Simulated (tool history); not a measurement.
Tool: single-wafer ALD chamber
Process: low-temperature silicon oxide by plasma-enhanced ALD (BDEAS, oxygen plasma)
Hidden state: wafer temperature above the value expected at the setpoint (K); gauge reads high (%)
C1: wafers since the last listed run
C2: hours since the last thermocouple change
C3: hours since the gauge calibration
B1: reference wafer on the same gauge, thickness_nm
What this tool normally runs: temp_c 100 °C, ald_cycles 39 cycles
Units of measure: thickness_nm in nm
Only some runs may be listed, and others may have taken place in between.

run 1 hour=0.0 | temp_c=112 ald_cycles=41 | C1=0 C2=1652.7 C3=605.3 | B1=6.850 | thickness_nm=6.216
run 2 hour=88.4 | temp_c=100 ald_cycles=39 | C1=762 C2=1741.1 C3=693.7 | B1=6.860 | thickness_nm=6.044
run 3 hour=105.9 | temp_c=100 ald_cycles=39 | C1=150 C2=1758.6 C3=711.2 | B1=6.860 | thickness_nm=6.039
run 4 hour=119.0 | temp_c=100 ald_cycles=39 | C1=112 C2=1771.7 C3=724.3 | B1=6.862 | thickness_nm=6.069
run 5 hour=150.3 | temp_c=100 ald_cycles=39 | C1=269 C2=1803.0 C3=755.6 | B1=6.868 | thickness_nm=6.054
run 6 hour=172.9 | temp_c=100 ald_cycles=39 | C1=194 C2=1825.6 C3=778.2 | B1=6.871 | thickness_nm=6.077
run 7 hour=191.7 | temp_c=100 ald_cycles=39 | C1=162 C2=1844.4 C3=797.0 | B1=6.870 | thickness_nm=6.086
run 8 hour=212.2 | temp_c=100 ald_cycles=39 | C1=176 C2=1864.9 C3=817.5 | B1=6.875 | thickness_nm=6.094
run 9 hour=283.6 | temp_c=100 ald_cycles=39 | C1=615 C2=1936.3 C3=888.9 | B1=6.884 | thickness_nm=6.074
run 10 hour=307.5 | temp_c=90 ald_cycles=34 | C1=206 C2=1960.2 C3=912.8 | B1=6.884 | thickness_nm=5.541
run 11 hour=331.3 | temp_c=90 ald_cycles=34 | C1=205 C2=1984.0 C3=936.6 | B1=6.885 | thickness_nm=5.544
run 12 hour=344.1 | temp_c=100 ald_cycles=39 | C1=110 C2=1996.8 C3=949.4 | B1=6.885 | thickness_nm=6.091
-- hour=360.2 gauge calibrated
run 13 hour=366.0 | temp_c=100 ald_cycles=44 | C1=188 C2=2018.7 C3=5.8 | B1=6.808 | thickness_nm=6.813
run 14 hour=392.2 | temp_c=100 ald_cycles=44 | C1=225 C2=2044.9 C3=32.0 | B1=6.810 | thickness_nm=6.824
run 15 hour=416.5 | temp_c=100 ald_cycles=44 | C1=209 C2=2069.2 C3=56.3 | B1=6.816 | thickness_nm=6.813
run 16 hour=431.2 | temp_c=100 ald_cycles=39 | C1=126 C2=2083.9 C3=71.0 | B1=6.819 | thickness_nm=6.003
run 17 hour=450.6 | temp_c=100 ald_cycles=39 | C1=167 C2=2103.3 C3=90.4 | B1=6.816 | thickness_nm=6.062
run 18 hour=480.5 | temp_c=100 ald_cycles=39 | C1=257 C2=2133.2 C3=120.3 | B1=6.824 | thickness_nm=6.051
run 19 hour=509.6 | temp_c=100 ald_cycles=39 | C1=250 C2=2162.3 C3=149.4 | B1=6.824 | thickness_nm=6.031
run 20 hour=528.8 | temp_c=100 ald_cycles=39 | C1=165 C2=2181.5 C3=168.6 | B1=6.826 | thickness_nm=6.046
run 21 hour=561.9 | temp_c=100 ald_cycles=44 | C1=285 C2=2214.6 C3=201.7 | B1=6.829 | thickness_nm=6.814
run 22 hour=587.8 | temp_c=105 ald_cycles=45 | C1=223 C2=2240.5 C3=227.6 | B1=6.833 | thickness_nm=6.908
-- hour=601.8 thermocouple changed; heater temperature recalibrated
run 23 hour=678.7 | temp_c=100 ald_cycles=31 | C1=714 C2=76.9 C3=318.5 | B1=6.842 | thickness_nm=4.800
run 24 hour=699.7 | temp_c=108 ald_cycles=46 | C1=181 C2=97.9 C3=339.5 | B1=6.845 | thickness_nm=7.015
run 25 hour=727.5 | temp_c=100 ald_cycles=39 | C1=239 C2=125.7 C3=367.3 | B1=6.846 | thickness_nm=6.046
run 26 hour=754.1 | temp_c=111 ald_cycles=42 | C1=229 C2=152.3 C3=393.9 | B1=6.850 | thickness_nm=6.385
run 27 hour=782.3 | temp_c=87 ald_cycles=37 | C1=243 C2=180.5 C3=422.1 | B1=6.855 | thickness_nm=6.068
run 28 hour=807.4 | temp_c=108 ald_cycles=42 | C1=216 C2=205.6 C3=447.2 | B1=6.857 | thickness_nm=6.428
run 29 hour=831.6 | temp_c=109 ald_cycles=33 | C1=208 C2=229.8 C3=471.4 | B1=6.855 | thickness_nm=5.052
run 30 hour=878.8 | temp_c=113 ald_cycles=33 | C1=407 C2=277.0 C3=518.6 | B1=6.862 | thickness_nm=5.012
run 31 hour=908.2 | temp_c=96 ald_cycles=42 | C1=253 C2=306.4 C3=548.0 | B1=6.865 | thickness_nm=6.644
run 32 hour=936.9 | temp_c=100 ald_cycles=39 | C1=247 C2=335.1 C3=576.7 | B1=6.868 | thickness_nm=6.068
run 33 hour=966.5 | temp_c=104 ald_cycles=33 | C1=255 C2=364.7 C3=606.3 | B1=6.872 | thickness_nm=5.096

Predict the results of run 34:
run 34 hour=986.7 | temp_c=105 ald_cycles=36 | C1=174 C2=384.9 C3=626.5 | B1=? | thickness_nm=?

{"run 34": {"B1": 6.876, "thickness_nm": 5.557}}
Without the tool's hidden state the same run would have given thickness_nm 5.489 nm.
